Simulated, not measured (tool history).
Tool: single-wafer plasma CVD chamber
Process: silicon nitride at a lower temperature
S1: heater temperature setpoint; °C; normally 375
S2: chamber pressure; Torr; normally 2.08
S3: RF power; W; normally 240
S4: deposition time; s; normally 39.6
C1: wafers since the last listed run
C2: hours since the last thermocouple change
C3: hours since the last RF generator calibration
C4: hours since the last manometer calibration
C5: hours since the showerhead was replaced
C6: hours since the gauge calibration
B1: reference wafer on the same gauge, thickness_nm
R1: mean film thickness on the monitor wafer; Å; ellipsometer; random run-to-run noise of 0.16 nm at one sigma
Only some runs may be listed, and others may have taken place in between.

Run 1, hour 0.0: usual settings; C1 0; C2 829.5; C3 1483.8; C4 1491.4; C5 6827.7; C6 236.1; B1 32.772. Result: R1 383.32 Å.
Run 2, hour 47.4: usual settings; C1 723; C2 876.9; C3 1531.2; C4 1538.8; C5 6875.1; C6 283.5; B1 32.775. Result: R1 384.31 Å.
Run 3, hour 145.6: usual settings; C1 1499; C2 975.1; C3 1629.4; C4 1637.0; C5 6973.3; C6 381.7; B1 32.801. Result: R1 380.70 Å.
Run 4, hour 241.4: usual settings; C1 1462; C2 1070.9; C3 1725.2; C4 1732.8; C5 7069.1; C6 477.5; B1 32.786. Result: R1 381.43 Å.
Run 5, hour 347.7: usual settings; C1 1623; C2 1177.2; C3 1831.5; C4 1839.1; C5 7175.4; C6 583.8; B1 32.815. Result: R1 380.92 Å.
At hour 434.3: capacitance manometer re-zeroed and calibrated.
Run 6, hour 434.8: usual settings; C1 1207; C2 1264.3; C3 1918.6; C4 0.5; C5 7262.5; C6 670.9; B1 32.814. Result: R1 377.88 Å.
Run 7, hour 494.3: usual settings; C1 908; C2 1323.8; C3 1978.1; C4 60.0; C5 7322.0; C6 730.4; B1 32.787. Result: R1 377.03 Å.
At hour 525.2: showerhead replaced.
Run 8, hour 557.1: usual settings; C1 836; C2 1386.6; C3 2040.9; C4 122.8; C5 31.9; C6 793.2; B1 32.816. Result: R1 374.79 Å.
At hour 562.5: gauge calibrated.
At hour 585.9: thermocouple changed; heater temperature recalibrated.
At hour 604.4: RF generator calibrated.
Run 9, hour 604.9: usual settings but S2 1.57 Torr, S3 255 W, S4 32.1 s; C1 485; C2 19.0; C3 0.5; C4 170.6; C5 79.7; C6 42.4; B1 32.795. Result: R1 322.63 Å.
Run 10, hour 768.1: usual settings; C1 2491; C2 182.2; C3 163.7; C4 333.8; C5 242.9; C6 205.6; B1 32.814. Result: R1 402.21 Å.
Run 11, hour 837.9: usual settings; C1 1065; C2 252.0; C3 233.5; C4 403.6; C5 312.7; C6 275.4; B1 32.729. Result: R1 401.56 Å.
Run 12, hour 923.0: usual settings but S1 365 °C; C1 1299; C2 337.1; C3 318.6; C4 488.7; C5 397.8; C6 360.5; B1 32.778. Result: R1 401.19 Å.
Run 13, hour 1007.0: usual settings but S2 1.65 Torr, S4 46.1 s; C1 1282; C2 421.1; C3 402.6; C4 572.7; C5 481.8; C6 444.5; B1 32.774. Result: R1 439.33 Å.
Run 14, hour 1071.3: usual settings but S1 361 °C, S4 34.8 s; C1 981; C2 485.4; C3 466.9; C4 637.0; C5 546.1; C6 508.8; B1 32.787. Result: R1 352.58 Å.
Run 15, hour 1142.6: usual settings but S3 200 W, S4 36.0 s; C1 1088; C2 556.7; C3 538.2; C4 708.3; C5 617.4; C6 580.1; B1 32.763. Result: R1 313.31 Å.

Table of differences, measured result less the result of that run with no hidden state. Run-to-run variation is the same in both. Gauge scatter possibly is not:
The hidden state here: wafer temperature above the value expected at the setpoint (K); delivered RF power above the setpoint (%); true pressure above the setpoint (%); gauge reads high (%).
run      R1
  1  -22.28
  2  -23.03
  3  -24.22
  4  -25.66
  5  -27.19
  6  -28.24
  7  -29.05
  8  -29.81
  9   -0.51
 10   -2.70
 11   -3.59
 12   -4.67
 13   -6.31
 14   -5.81
 15   -6.17
